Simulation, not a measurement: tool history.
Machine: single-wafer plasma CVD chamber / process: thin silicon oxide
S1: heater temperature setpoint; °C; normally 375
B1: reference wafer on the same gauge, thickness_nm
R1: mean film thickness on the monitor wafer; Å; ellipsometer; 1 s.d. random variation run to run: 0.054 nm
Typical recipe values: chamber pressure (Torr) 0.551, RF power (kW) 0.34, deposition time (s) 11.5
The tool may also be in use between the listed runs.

run 1 hour=0 | S1=375 chamber_pressure_(Torr)=0.497 RF_power_(kW)=0.285 deposition_time_(s)=11.5 | B1=12.707 | R1=132.63
run 2 hour=142.9 | S1=375 chamber_pressure_(Torr)=0.497 RF_power_(kW)=0.285 deposition_time_(s)=11.5 | B1=12.725 | R1=132.58
run 3 hour=177.1 | S1=375 chamber_pressure_(Torr)=0.551 RF_power_(kW)=0.34 deposition_time_(s)=11.5 | B1=12.708 | R1=157.03
run 4 hour=219.2 | S1=375 chamber_pressure_(Torr)=0.551 RF_power_(kW)=0.34 deposition_time_(s)=11.5 | B1=12.723 | R1=158.12
run 5 hour=259 | S1=375 chamber_pressure_(Torr)=0.551 RF_power_(kW)=0.34 deposition_time_(s)=13.1 | B1=12.706 | R1=179.76
run 6 hour=307.7 | S1=375 chamber_pressure_(Torr)=0.551 RF_power_(kW)=0.34 deposition_time_(s)=12.1 | B1=12.699 | R1=166.65
run 7 hour=332.9 | S1=375 chamber_pressure_(Torr)=0.551 RF_power_(kW)=0.34 deposition_time_(s)=12.1 | B1=12.701 | R1=164.57
run 8 hour=369.9 | S1=375 chamber_pressure_(Torr)=0.551 RF_power_(kW)=0.34 deposition_time_(s)=12.1 | B1=12.71 | R1=166.17
run 9 hour=434.6 | S1=375 chamber_pressure_(Torr)=0.551 RF_power_(kW)=0.34 deposition_time_(s)=11.5 | B1=12.691 | R1=157.86
run 10 hour=495.8 | S1=375 chamber_pressure_(Torr)=0.551 RF_power_(kW)=0.34 deposition_time_(s)=11.5 | B1=12.7 | R1=158.32
run 11 hour=559 | S1=375 chamber_pressure_(Torr)=0.551 RF_power_(kW)=0.34 deposition_time_(s)=11.5 | B1=12.689 | R1=158.15
run 12 hour=605.7 | S1=375 chamber_pressure_(Torr)=0.551 RF_power_(kW)=0.34 deposition_time_(s)=11.5 | B1=12.7 | R1=159.16
run 13 hour=629.7 | S1=375 chamber_pressure_(Torr)=0.551 RF_power_(kW)=0.34 deposition_time_(s)=11.5 | B1=12.69 | R1=158.44
-- hour=659.4 capacitance manometer re-zeroed and calibrated
run 14 hour=678.8 | S1=375 chamber_pressure_(Torr)=0.551 RF_power_(kW)=0.34 deposition_time_(s)=11.5 | B1=12.696 | R1=147.65
-- hour=702.9 gauge calibrated
run 15 hour=742.8 | S1=375 chamber_pressure_(Torr)=0.551 RF_power_(kW)=0.405 deposition_time_(s)=11.5 | B1=12.698 | R1=156.52
run 16 hour=843.5 | S1=375 chamber_pressure_(Torr)=0.551 RF_power_(kW)=0.34 deposition_time_(s)=11.5 | B1=12.703 | R1=148.68
run 17 hour=881.5 | S1=375 chamber_pressure_(Torr)=0.551 RF_power_(kW)=0.32 deposition_time_(s)=11.5 | B1=12.699 | R1=146.43
-- hour=921.1 thermocouple changed; heater temperature recalibrated
run 18 hour=921.6 | S1=375 chamber_pressure_(Torr)=0.603 RF_power_(kW)=0.275 deposition_time_(s)=9.8 | B1=12.722 | R1=128.7
run 19 hour=942.2 | S1=364 chamber_pressure_(Torr)=0.551 RF_power_(kW)=0.34 deposition_time_(s)=11.5 | B1=12.682 | R1=150.76
-- hour=1002.4 showerhead replaced
-- hour=1016.5 RF generator calibrated
run 20 hour=1017 | S1=375 chamber_pressure_(Torr)=0.613 RF_power_(kW)=0.34 deposition_time_(s)=11.5 | B1=12.699 | R1=166.28
run 21 hour=1061.8 | S1=366 chamber_pressure_(Torr)=0.638 RF_power_(kW)=0.34 deposition_time_(s)=10.2 | B1=12.73 | R1=154.51
run 22 hour=1098.1 | S1=375 chamber_pressure_(Torr)=0.551 RF_power_(kW)=0.34 deposition_time_(s)=11.5 | B1=12.691 | R1=149.98
run 23 hour=1153.4 | S1=365 chamber_pressure_(Torr)=0.551 RF_power_(kW)=0.34 deposition_time_(s)=11.5 | B1=12.672 | R1=150.97
run 24 hour=1201.3 | S1=368 chamber_pressure_(Torr)=0.497 RF_power_(kW)=0.34 deposition_time_(s)=11.5 | B1=12.72 | R1=136.6
run 25 hour=1263.5 | S1=362 chamber_pressure_(Torr)=0.514 RF_power_(kW)=0.395 deposition_time_(s)=11.5 | B1=12.709 | R1=148.11
run 26 hour=1366.8 | S1=375 chamber_pressure_(Torr)=0.551 RF_power_(kW)=0.32 deposition_time_(s)=11.5 | B1=12.689 | R1=147.88
run 27 hour=1426.1 | S1=375 chamber_pressure_(Torr)=0.551 RF_power_(kW)=0.34 deposition_time_(s)=13.6 | B1=12.707 | R1=178.31
run 28 hour=1459.1 | S1=375 chamber_pressure_(Torr)=0.551 RF_power_(kW)=0.34 deposition_time_(s)=11.5 | B1=12.729 | R1=150.56
run 29 hour=1517.5 | S1=369 chamber_pressure_(Torr)=0.483 RF_power_(kW)=0.34 deposition_time_(s)=11.5 | B1=12.685 | R1=133.85

What was the tool's hidden state at every run in the log?
wafer temperature above the value expected at the setpoint (K): 0 in every run
delivered RF power above the setpoint (%): 0 in every run
gauge reads high (%): 0 in every run
H1: true pressure above the setpoint (%)
run=1 H1=5.8
run=2 H1=6.19
run=3 H1=6.28
run=4 H1=6.4
run=5 H1=6.5
run=6 H1=6.63
run=7 H1=6.7
run=8 H1=6.8
run=9 H1=6.98
run=10 H1=7.14
run=11 H1=7.31
run=12 H1=7.44
run=13 H1=7.51
run=14 H1=0.412
run=15 H1=0.585
run=16 H1=0.857
run=17 H1=0.96
run=18 H1=1.07
run=19 H1=1.12
run=20 H1=1.33
run=21 H1=1.45
run=22 H1=1.55
run=23 H1=1.7
run=24 H1=1.83
run=25 H1=1.99
run=26 H1=2.27
run=27 H1=2.43
run=28 H1=2.52
run=29 H1=2.68
